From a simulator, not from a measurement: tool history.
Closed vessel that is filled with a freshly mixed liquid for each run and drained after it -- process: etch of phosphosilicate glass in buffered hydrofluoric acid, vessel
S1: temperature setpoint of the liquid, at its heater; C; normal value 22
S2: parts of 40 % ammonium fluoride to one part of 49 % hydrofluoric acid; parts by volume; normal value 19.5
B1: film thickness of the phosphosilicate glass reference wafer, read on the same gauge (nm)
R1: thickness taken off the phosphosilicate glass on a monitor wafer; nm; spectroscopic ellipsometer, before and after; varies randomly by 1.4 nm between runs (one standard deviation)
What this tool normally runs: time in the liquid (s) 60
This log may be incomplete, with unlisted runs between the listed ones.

Run 1, hour 0: usual settings; B1 50. Result: R1 172.07 nm.
Run 2, hour 56.8: usual settings; B1 49.99. Result: R1 171.02 nm.
Run 3, hour 111: usual settings; B1 50.01. Result: R1 171.84 nm.
Run 4, hour 153.9: usual settings; B1 50. Result: R1 174.18 nm.
Run 5, hour 192: usual settings; B1 50. Result: R1 171.55 nm.
Run 6, hour 252.9: usual settings but S1 20 C; B1 49.98. Result: R1 155.37 nm.
Run 7, hour 301.5: usual settings; B1 50. Result: R1 175.4 nm.
Run 8, hour 369.5: usual settings; B1 49.99. Result: R1 174.21 nm.
At hour 414.1: gauge calibrated.
Run 9, hour 423.7: usual settings; B1 49.99. Result: R1 175.06 nm.
Run 10, hour 449.7: usual settings; B1 49.99. Result: R1 174.36 nm.
Run 11, hour 478.7: usual settings; B1 49.99. Result: R1 174.27 nm.
Run 12, hour 528.8: usual settings but S1 19.5 C; B1 50.01. Result: R1 151.33 nm.
Run 13, hour 562.1: usual settings but S1 19.5 C; B1 50.01. Result: R1 154.44 nm.
Run 14, hour 630.1: usual settings but S1 19.5 C; B1 50.01. Result: R1 151.39 nm.
Run 15, hour 694.6: usual settings but S1 25 C, time in the liquid (s) 95; B1 50.03. Result: R1 333.66 nm.
Run 16, hour 730: usual settings but time in the liquid (s) 30; B1 50. Result: R1 89.52 nm.
Run 17, hour 788.4: usual settings; B1 49.98. Result: R1 175.84 nm.
Run 18, hour 835.2: usual settings but S1 26.5 C, S2 26.5 parts by volume, time in the liquid (s) 80; B1 49.99. Result: R1 240.5 nm.
Run 19, hour 883.7: usual settings; B1 49.98. Result: R1 178.57 nm.
Run 20, hour 945.7: usual settings but S1 26.5 C; B1 49.98. Result: R1 228.5 nm.
At hour 981.2: hydrofluoric acid flow meter replaced.
Run 21, hour 1007.1: usual settings but S1 25.5 C, S2 12.5 parts by volume, time in the liquid (s) 85; B1 50.01. Result: R1 511.44 nm.
Run 22, hour 1046.8: usual settings; B1 50.02. Result: R1 191 nm.
Run 23, hour 1082.9: usual settings but S1 20 C, S2 22 parts by volume, time in the liquid (s) 85; B1 50.01. Result: R1 213.35 nm.
At hour 1107.4: thermometer replaced.
Run 24, hour 1124: usual settings; B1 49.98. Result: R1 189.03 nm.
Run 25, hour 1174.5: usual settings but S1 20 C, S2 22 parts by volume, time in the liquid (s) 85; B1 50. Result: R1 214.18 nm.
At hour 1187.2: hydrofluoric acid flow meter replaced, repeated, since the last time left the tool worse.
Run 26, hour 1232.6: usual settings but S1 20.5 C, S2 24.5 parts by volume, time in the liquid (s) 90; B1 50. Result: R1 192.98 nm.
Run 27, hour 1282.5: usual settings but S1 26.5 C, S2 15 parts by volume; B1 50. Result: R1 277 nm.
Run 28, hour 1323.3: usual settings; B1 50. Result: R1 168.19 nm.
Run 29, hour 1376.9: usual settings but S1 24.5 C, S2 14 parts by volume; B1 50. Result: R1 263.96 nm.
Run 30, hour 1421.2: usual settings but time in the liquid (s) 70; B1 50.02. Result: R1 195.21 nm.
Run 31, hour 1454.9: usual settings but S2 12 parts by volume, time in the liquid (s) 40; B1 50.02. Result: R1 181.21 nm.
Run 32, hour 1512: usual settings but time in the liquid (s) 80; B1 49.99. Result: R1 226.31 nm.

Predict each of these 4 candidate next runs independently; none follows another, all start after run 32:
Run A, hour 1512.7: usual settings but time in the liquid (s) 90; B1 ?. Result: R1 ?.
Run B, hour 1512.7: usual settings but S1 17.5 C; B1 ?. Result: R1 ?.
Run C, hour 1512.7: usual settings but S1 26 C, time in the liquid (s) 45; B1 ?. Result: R1 ?.
Run D, hour 1512.7: usual settings but S1 26.5 C, time in the liquid (s) 85; B1 ?. Result: R1 ?.

run     B1      R1
  A  50.01  254.42
  B  50.01  131.69
  C  50.01  158.34
  D  50.01  307.26
With no hidden state in the tool, these same runs would have given:
run      R1
  A  250.77
  B   129.8
  C  156.07
  D  302.87
